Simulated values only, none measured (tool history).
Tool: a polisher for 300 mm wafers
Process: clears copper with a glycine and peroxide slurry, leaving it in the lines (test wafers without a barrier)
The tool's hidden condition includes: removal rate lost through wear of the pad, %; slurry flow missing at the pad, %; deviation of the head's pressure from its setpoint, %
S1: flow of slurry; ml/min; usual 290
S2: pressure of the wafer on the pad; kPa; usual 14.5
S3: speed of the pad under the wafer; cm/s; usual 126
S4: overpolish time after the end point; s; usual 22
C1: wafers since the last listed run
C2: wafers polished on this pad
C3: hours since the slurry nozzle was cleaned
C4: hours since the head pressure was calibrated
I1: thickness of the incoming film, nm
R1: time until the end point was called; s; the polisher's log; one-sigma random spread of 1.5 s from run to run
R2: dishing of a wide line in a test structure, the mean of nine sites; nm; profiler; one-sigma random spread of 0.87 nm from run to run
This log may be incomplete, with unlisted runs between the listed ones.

run 1 hour=0 | S1=290 S2=14.5 S3=126 S4=22 | C1=0 C2=1133 C3=28.6 C4=332.7 | I1=638.4 | R1=127.3 R2=46.4
run 2 hour=33 | S1=290 S2=14.5 S3=126 S4=30 | C1=152 C2=1286 C3=61.6 C4=365.7 | I1=640.1 | R1=123 R2=51.3
-- hour=45.4 worn pad replaced by a new one
run 3 hour=67 | S1=290 S2=14.5 S3=126 S4=30 | C1=138 C2=99 C3=95.6 C4=399.7 | I1=644.8 | R1=124.8 R2=50.6
run 4 hour=93.1 | S1=290 S2=15.9 S3=126 S4=22 | C1=120 C2=220 C3=121.7 C4=425.8 | I1=643.2 | R1=116.6 R2=48.1
run 5 hour=126.7 | S1=290 S2=15.9 S3=126 S4=22 | C1=155 C2=375 C3=155.3 C4=459.4 | I1=643.1 | R1=116.2 R2=49.5
run 6 hour=154.7 | S1=290 S2=15.9 S3=126 S4=22 | C1=129 C2=505 C3=183.3 C4=487.4 | I1=645.4 | R1=112.5 R2=47.6
run 7 hour=187.6 | S1=290 S2=14.5 S3=126 S4=22 | C1=152 C2=657 C3=216.2 C4=520.3 | I1=627.5 | R1=119.7 R2=47.1
run 8 hour=216.8 | S1=290 S2=14.5 S3=126 S4=22 | C1=134 C2=792 C3=245.4 C4=549.5 | I1=629.9 | R1=120.9 R2=47.3
run 9 hour=293.3 | S1=290 S2=14.5 S3=126 S4=22 | C1=353 C2=1145 C3=321.9 C4=626 | I1=637 | R1=121.7 R2=46.2
-- hour=307.5 worn pad replaced by a new one
run 10 hour=320.2 | S1=290 S2=11 S3=126 S4=22 | C1=105 C2=58 C3=348.8 C4=652.9 | I1=645.2 | R1=153.1 R2=43.1
-- hour=338.3 slurry nozzle cleaned
run 11 hour=349.9 | S1=290 S2=11 S3=126 S4=22 | C1=132 C2=191 C3=11.6 C4=682.6 | I1=642.8 | R1=152.4 R2=42.1
run 12 hour=365 | S1=290 S2=11 S3=126 S4=22 | C1=69 C2=260 C3=26.7 C4=697.7 | I1=635.7 | R1=148.1 R2=41.1
run 13 hour=396.4 | S1=290 S2=14.5 S3=126 S4=22 | C1=145 C2=406 C3=58.1 C4=729.1 | I1=635.8 | R1=121.4 R2=46
run 14 hour=429.9 | S1=290 S2=14.5 S3=126 S4=22 | C1=154 C2=560 C3=91.6 C4=762.6 | I1=645.3 | R1=122.2 R2=47.9
run 15 hour=451.1 | S1=290 S2=14.5 S3=126 S4=22 | C1=97 C2=658 C3=112.8 C4=783.8 | I1=641.9 | R1=120.5 R2=48.1
run 16 hour=472.8 | S1=365 S2=14.5 S3=126 S4=22 | C1=100 C2=759 C3=134.5 C4=805.5 | I1=639.4 | R1=118 R2=48.1
run 17 hour=490 | S1=215 S2=15.9 S3=94 S4=31 | C1=79 C2=838 C3=151.7 C4=822.7 | I1=635.1 | R1=146.9 R2=51.7
run 18 hour=512.8 | S1=240 S2=9.7 S3=160 S4=30 | C1=105 C2=944 C3=174.5 C4=845.5 | I1=632.9 | R1=136.1 R2=47.7
run 19 hour=528.7 | S1=290 S2=14.5 S3=126 S4=22 | C1=73 C2=1017 C3=190.4 C4=861.4 | I1=635.9 | R1=118.1 R2=46.9
-- hour=557.1 worn pad replaced by a new one
run 20 hour=559.2 | S1=290 S2=14.5 S3=126 S4=30 | C1=122 C2=9 C3=220.9 C4=891.9 | I1=630.9 | R1=119.5 R2=50.9
run 21 hour=590.3 | S1=240 S2=14.5 S3=138 S4=33 | C1=143 C2=153 C3=252 C4=923 | I1=641.6 | R1=112 R2=53.9
-- hour=635.5 slurry nozzle cleaned
-- hour=637.8 head pressure recalibrated
run 22 hour=672 | S1=290 S2=11.7 S3=126 S4=22 | C1=363 C2=517 C3=36.5 C4=34.2 | I1=638.4 | R1=151.6 R2=40.9
run 23 hour=701.1 | S1=205 S2=14.5 S3=126 S4=22 | C1=134 C2=651 C3=65.6 C4=63.3 | I1=648.2 | R1=134.7 R2=44.5
run 24 hour=723.7 | S1=385 S2=9.7 S3=162 S4=31 | C1=104 C2=756 C3=88.2 C4=85.9 | I1=639.3 | R1=137.1 R2=46.7
run 25 hour=751.4 | S1=255 S2=17.9 S3=126 S4=18 | C1=128 C2=884 C3=115.9 C4=113.6 | I1=640.2 | R1=106.3 R2=46.8
run 26 hour=767 | S1=375 S2=14.5 S3=86 S4=18 | C1=72 C2=956 C3=131.5 C4=129.2 | I1=633.4 | R1=166.7 R2=36.3
run 27 hour=782.4 | S1=290 S2=14.5 S3=126 S4=22 | C1=71 C2=1027 C3=146.9 C4=144.6 | I1=647.3 | R1=128 R2=45.7
run 28 hour=796.2 | S1=290 S2=14.5 S3=126 S4=22 | C1=63 C2=1091 C3=160.7 C4=158.4 | I1=635.1 | R1=125.7 R2=47.4
-- hour=808.7 worn pad replaced by a new one
run 29 hour=830.4 | S1=290 S2=14.5 S3=140 S4=22 | C1=139 C2=100 C3=194.9 C4=192.6 | I1=632.1 | R1=109.8 R2=46.7
run 30 hour=856.5 | S1=290 S2=14.5 S3=100 S4=18 | C1=120 C2=220 C3=221 C4=218.7 | I1=630.2 | R1=145.4 R2=37.8
run 31 hour=870.9 | S1=290 S2=14.5 S3=126 S4=29 | C1=66 C2=287 C3=235.4 C4=233.1 | I1=650 | R1=129.2 R2=49.8
run 32 hour=884.9 | S1=290 S2=14.5 S3=126 S4=22 | C1=64 C2=352 C3=249.4 C4=247.1 | I1=641.5 | R1=123.9 R2=47
run 33 hour=914.7 | S1=240 S2=12.4 S3=126 S4=22 | C1=137 C2=489 C3=279.2 C4=276.9 | I1=651.6 | R1=146.3 R2=42.1
run 34 hour=942.8 | S1=255 S2=14.5 S3=112 S4=22 | C1=129 C2=619 C3=307.3 C4=305 | I1=642.2 | R1=138.5 R2=44.7

For each run, what was the tool's unlogged condition?
removal rate lost through wear of the pad, %: 0 at every run
slurry flow missing at the pad, %: 0 at every run
H1: deviation of the head's pressure from its setpoint, %
run=1 H1=2.54
run=2 H1=2.92
run=3 H1=3.31
run=4 H1=3.61
run=5 H1=3.99
run=6 H1=4.32
run=7 H1=4.7
run=8 H1=5.03
run=9 H1=5.91
run=10 H1=6.22
run=11 H1=6.56
run=12 H1=6.74
run=13 H1=7.1
run=14 H1=7.48
run=15 H1=7.73
run=16 H1=7.98
run=17 H1=8.18
run=18 H1=8.44
run=19 H1=8.62
run=20 H1=8.97
run=21 H1=9.33
run=22 H1=0.9
run=23 H1=1.23
run=24 H1=1.49
run=25 H1=1.81
run=26 H1=1.99
run=27 H1=2.17
run=28 H1=2.33
run=29 H1=2.72
run=30 H1=3.02
run=31 H1=3.19
run=32 H1=3.35
run=33 H1=3.69
run=34 H1=4.02
